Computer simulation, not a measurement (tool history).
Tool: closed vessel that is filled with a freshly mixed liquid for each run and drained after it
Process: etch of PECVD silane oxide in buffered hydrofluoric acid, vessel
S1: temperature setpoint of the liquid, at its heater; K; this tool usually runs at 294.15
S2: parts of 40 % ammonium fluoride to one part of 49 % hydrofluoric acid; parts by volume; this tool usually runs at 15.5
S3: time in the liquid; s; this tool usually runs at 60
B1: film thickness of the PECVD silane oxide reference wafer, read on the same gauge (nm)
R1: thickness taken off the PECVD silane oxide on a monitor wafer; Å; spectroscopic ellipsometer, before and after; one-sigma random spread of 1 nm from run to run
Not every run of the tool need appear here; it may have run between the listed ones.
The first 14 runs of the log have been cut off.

run      day      S1    S2  S3     B1      R1
 15   40.325  294.15  15.5  60  69.99   944.4
      43.462  -- hydrofluoric acid flow meter replaced
 16   49.604  294.15  15.5  60  69.99  1079.2
 17   52.925  296.65  19.5  35  70.02   577.7
 18   55.112  294.15  15.5  60  69.99  1042.2
 19   58.388  292.65  15.5  35  70.04   564.1
 20   61.812  296.15    18  40  69.97   683.6
 21   64.338  292.15  13.5  45  69.96   796.2
      64.917  -- gauge calibrated
 22   68.071  297.15  10.5  40     70  1199.3
 23   71.971  292.15  18.5  60     70   771.2
 24   76.429  294.15  15.5  60     70  1022.3
 25   79.867  294.15  15.5  60  69.98  1005.5
 26   81.504  296.65  19.5  35  69.98   548.2
 27   85.504  294.15  15.5  60  70.04    1011
 28   88.512  294.15  15.5  60  69.97   992.5
 29   92.575  298.65  15.5  50  70.01  1070.1
 30   96.483  296.15    19  35  70.02   532.9
      98.946  -- hydrofluoric acid flow meter replaced
 31   99.271  297.65    11  60     70  1824.5
 32  102.971  294.15    20  45  69.99   615.5
 33  106.288  298.15    17  70  69.99  1398.4

Here are 3 independent what-if runs from the current tool condition. What would each one return?
  A  106.317  292.15  15.5  60   ?   ?
  B  106.317  296.15  11.5  85   ?   ?
  C  106.317  297.65    12  50   ?   ?

run     B1      R1
  A  69.97   946.1
  B  69.97  2244.7
  C  69.97  1374.9
With the hidden condition removed and each run's random variation left untouched, the same runs would have given:
run      R1
  A   978.6
  B  2321.3
  C  1421.8

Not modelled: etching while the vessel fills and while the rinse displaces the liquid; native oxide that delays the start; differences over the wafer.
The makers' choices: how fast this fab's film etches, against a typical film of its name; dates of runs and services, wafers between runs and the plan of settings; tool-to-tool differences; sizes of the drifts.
